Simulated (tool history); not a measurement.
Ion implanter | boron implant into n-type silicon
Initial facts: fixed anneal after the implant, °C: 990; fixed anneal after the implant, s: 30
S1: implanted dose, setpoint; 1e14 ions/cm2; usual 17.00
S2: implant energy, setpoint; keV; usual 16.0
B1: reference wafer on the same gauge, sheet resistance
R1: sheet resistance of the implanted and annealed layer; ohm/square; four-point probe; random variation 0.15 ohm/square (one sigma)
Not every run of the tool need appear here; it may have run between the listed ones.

run     day     S1    S2      B1      R1
  1   0.000  17.00  17.5  109.40   95.24
  2   1.175  17.00  17.5  109.41   95.45
  3   1.908  17.00  17.5  109.40   95.04
  4   2.575  17.00  16.0  109.38   97.86
  5   3.975  17.00  16.0  109.40   97.69
  6   4.838  17.00  16.0  109.41   97.73
  7   6.021  17.00  16.0  109.36   97.28
  8   6.929  17.00  16.0  109.37   97.86
      8.408  -- extraction supply calibrated
  9   8.562  17.00  16.0  109.39   97.52
      8.979  -- gauge calibrated
 10   9.825  17.00  16.0  109.46   97.37
 11  10.996  13.49  14.0  109.42  113.30
 12  11.600  20.81  16.0  109.33   90.02
 13  12.712  13.36  21.0  109.45  104.54
 14  13.275  18.81  16.0  109.44   93.35
     13.888  -- Faraday cup replaced and dose calibrated
 15  14.254  14.33  17.5  109.40  105.38
 16  15.333  15.29  13.0  109.38  110.50
 17  16.233  17.00  16.0  109.40   98.58
 18  17.700  17.00  16.0  109.44   98.57
 19  18.292  14.71  16.0  109.32  105.92
 20  19.258  17.00  10.5  109.34  115.05
 21  20.600  17.00  16.0  109.46   98.42
 22  21.508  17.00  16.0  109.37   98.30
 23  22.746  17.00  16.0  109.41   98.32

Same runs, no hidden state in the tool, same run-to-run variation:
Hidden conditions of the tool in this case: deviation of the true dose from the Faraday cup's reading, %; deviation of the true energy from its setpoint, %; gauge reads high (%).
run      R1
  1   96.27
  2   96.53
  3   96.16
  4   98.94
  5   98.84
  6   98.91
  7   98.52
  8   99.13
  9   98.87
 10   98.76
 11  115.25
 12   91.08
 13  106.95
 14   94.66
 15  105.63
 16  110.75
 17   98.86
 18   98.91
 19  106.38
 20  115.34
 21   98.89
 22   98.81
 23   98.88

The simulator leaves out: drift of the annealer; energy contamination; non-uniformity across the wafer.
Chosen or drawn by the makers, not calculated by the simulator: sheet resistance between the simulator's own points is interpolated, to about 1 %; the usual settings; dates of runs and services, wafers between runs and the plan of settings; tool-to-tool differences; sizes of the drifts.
